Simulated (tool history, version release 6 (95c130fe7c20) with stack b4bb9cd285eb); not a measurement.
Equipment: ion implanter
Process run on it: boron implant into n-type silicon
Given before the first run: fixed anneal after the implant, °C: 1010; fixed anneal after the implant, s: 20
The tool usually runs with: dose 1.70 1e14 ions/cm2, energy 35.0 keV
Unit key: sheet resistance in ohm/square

run	hour	dose	energy	wafers since the last listed run	hours since the last dose calibration	hours since the extraction supply was calibrated	hours since the gauge calibration	read-back reference wafer on the same gauge, sheet resistance	sheet resistance
1	0.0	1.54	35.0	0	425.4	4408.9	44.2	480.88	556.33
2	9.6	1.54	35.0	139	435.0	4418.5	53.8	481.11	554.16
3	24.1	1.70	35.0	210	449.5	4433.0	68.3	480.90	514.78
4	34.4	1.70	35.0	149	459.8	4443.3	78.6	480.87	517.65
5	41.8	1.70	35.0	107	467.2	4450.7	86.0	481.30	516.81
# hour 55.6: gauge calibrated
6	59.8	1.70	42.5	260	485.2	4468.7	4.2	481.00	500.81
7	75.0	1.70	42.5	220	500.4	4483.9	19.4	481.00	502.86
# hour 95.7: Faraday cup replaced and dose calibrated
8	96.2	2.10	35.0	191	0.5	4505.1	40.6	480.96	409.09
9	99.9	1.70	35.0	53	4.2	4508.8	44.3	480.89	480.52
10	115.7	1.96	42.0	228	20.0	4524.6	60.1	480.86	422.79
# hour 127.6: extraction supply calibrated
11	128.1	1.51	35.0	63	32.4	0.5	72.5	481.14	523.99
# hour 137.6: Faraday cup replaced and dose calibrated, repeated, since the last time left the tool worse
12	138.1	2.15	28.0	28	0.5	10.5	82.5	480.87	431.86
13	141.9	1.23	26.5	55	4.3	14.3	86.3	480.91	670.93
# hour 147.3: gauge calibrated
14	155.4	1.24	35.0	195	17.8	27.8	8.1	480.99	634.49
15	165.5	2.03	29.0	146	27.9	37.9	18.2	481.43	452.83
16	178.1	1.54	35.0	182	40.5	50.5	30.8	480.97	543.50
17	189.9	1.70	35.0	170	52.3	62.3	42.6	481.32	502.91
18	201.7	1.97	35.0	170	64.1	74.1	54.4	481.25	453.34
19	208.4	2.18	39.5	97	70.8	80.8	61.1	480.96	414.34

Table of differences, measured result less the result of that run with no hidden state. Run-to-run variation is the same in both. Gauge scatter possibly is not:
What the log doesn't record here: deviation of the true dose from the Faraday cup's reading, %; deviation of the true energy from its setpoint, %; gauge reads high (%).
run	sheet resistance
1	+14.11
2	+14.13
3	+13.35
4	+13.49
5	+13.52
6	+12.91
7	+13.03
8	-20.17
9	-22.97
10	-19.16
11	-22.89
12	-0.86
13	-0.91
14	+0.29
15	+0.83
16	+1.76
17	+2.30
18	+2.67
19	+2.72
